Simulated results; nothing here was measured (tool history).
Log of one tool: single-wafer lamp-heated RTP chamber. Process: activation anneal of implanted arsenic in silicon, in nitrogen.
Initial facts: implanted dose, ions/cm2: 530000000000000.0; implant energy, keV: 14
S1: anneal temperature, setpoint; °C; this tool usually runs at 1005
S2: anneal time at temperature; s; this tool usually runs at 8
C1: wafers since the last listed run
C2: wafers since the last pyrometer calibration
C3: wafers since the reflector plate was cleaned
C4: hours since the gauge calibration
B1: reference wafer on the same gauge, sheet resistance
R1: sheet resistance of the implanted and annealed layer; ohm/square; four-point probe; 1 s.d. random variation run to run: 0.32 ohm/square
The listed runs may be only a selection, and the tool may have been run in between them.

run,hour,S1,S2,C1,C2,C3,C4,B1,R1
1,0.0,1005,8,0,1953,6584,509.3,181.01,211.77
# hour 28.4: reflector plate cleaned
2,47.2,1005,8,1124,3077,538,556.5,180.95,211.29
# hour 53.5: gauge calibrated
3,124.5,1005,8,2217,5294,2755,71.0,181.13,211.02
4,157.2,1018,8,937,6232,3692,103.7,180.93,208.45
5,175.5,1018,8,524,6757,4217,122.0,181.06,208.82
6,199.3,1018,8,682,7439,4900,145.8,181.06,208.50
# hour 217.8: pyrometer window cleaned and pyrometer calibrated
7,218.3,989,8,315,13,5215,164.8,181.04,213.89
8,229.2,989,8,312,325,5528,175.7,181.07,213.83
9,248.4,985,8,550,876,6079,194.9,181.06,213.80
10,263.2,1017,10,424,1300,6503,209.7,181.02,207.84
# hour 292.6: reflector plate cleaned
11,294.4,1021,8,665,1966,52,240.9,180.97,209.02
12,327.6,1005,7,952,2918,1004,274.1,181.06,212.31
13,347.9,1005,7,582,3500,1586,294.4,181.00,211.97
14,365.5,1005,7,504,4005,2091,312.0,180.93,211.63
15,400.7,1005,8,1009,5015,3101,347.2,180.96,211.19
16,413.1,1005,8,355,5370,3456,359.6,180.95,211.43
17,429.3,1005,8,464,5835,3921,375.8,180.90,210.67
# hour 463.8: pyrometer window cleaned and pyrometer calibrated
18,464.3,1027,8,774,12,4695,410.8,181.07,208.46
19,488.9,985,12,705,718,5401,435.4,181.02,211.46
20,517.9,983,12,831,1550,6233,464.4,180.95,210.95
# hour 549.5: reflector plate cleaned
21,550.0,987,5,691,2241,13,496.5,181.00,217.03
22,575.7,993,12,737,2978,750,522.2,180.99,210.61
23,610.9,1018,8,1009,3988,1760,557.4,181.07,209.16
# hour 615.3: gauge calibrated
24,624.0,1016,10,375,4363,2135,8.7,181.14,208.00
25,650.8,1005,8,768,5132,2904,35.5,181.01,211.04
26,671.2,1016,8,585,5717,3489,55.9,180.95,209.07
27,693.1,1035,10,628,6345,4117,77.8,180.93,204.11
28,715.1,1005,8,630,6976,4748,99.8,181.01,209.94
# hour 731.5: pyrometer window cleaned and pyrometer calibrated
29,743.5,1018,6,585,345,5333,128.2,181.07,211.58
# hour 757.8: reflector plate cleaned
30,759.6,1005,8,232,577,50,144.3,181.00,211.83
31,786.2,994,12,762,1340,813,170.9,180.97,211.09
32,802.7,997,10,473,1813,1286,187.4,181.15,211.33
33,817.8,1021,11,433,2246,1719,202.5,181.02,206.18
34,840.9,1005,8,662,2909,2382,225.6,180.99,211.31
35,853.3,1005,8,355,3264,2738,238.0,180.98,211.37
36,869.6,1005,8,467,3732,3205,254.3,181.00,211.40
37,886.9,1005,6,496,4228,3701,271.6,181.01,213.31

What would each run have given without the hidden state, its run-to-run variation left as it was?
Hidden state present: true wafer temperature minus pyrometer reading, K; wafer temperature error from the tarnished reflector plate, K; gauge reads high (%).
run,R1
1,211.88
2,211.56
3,211.75
4,209.58
5,210.15
6,210.11
7,213.94
8,213.88
9,213.87
10,207.95
11,209.21
12,212.58
13,212.33
14,212.08
15,211.88
16,212.22
17,211.58
18,208.56
19,211.54
20,211.07
21,217.29
22,210.92
23,209.71
24,208.69
25,211.79
26,210.07
27,205.76
28,211.25
29,211.63
30,211.89
31,211.19
32,211.47
33,206.43
34,211.58
35,211.70
36,211.81
37,213.79

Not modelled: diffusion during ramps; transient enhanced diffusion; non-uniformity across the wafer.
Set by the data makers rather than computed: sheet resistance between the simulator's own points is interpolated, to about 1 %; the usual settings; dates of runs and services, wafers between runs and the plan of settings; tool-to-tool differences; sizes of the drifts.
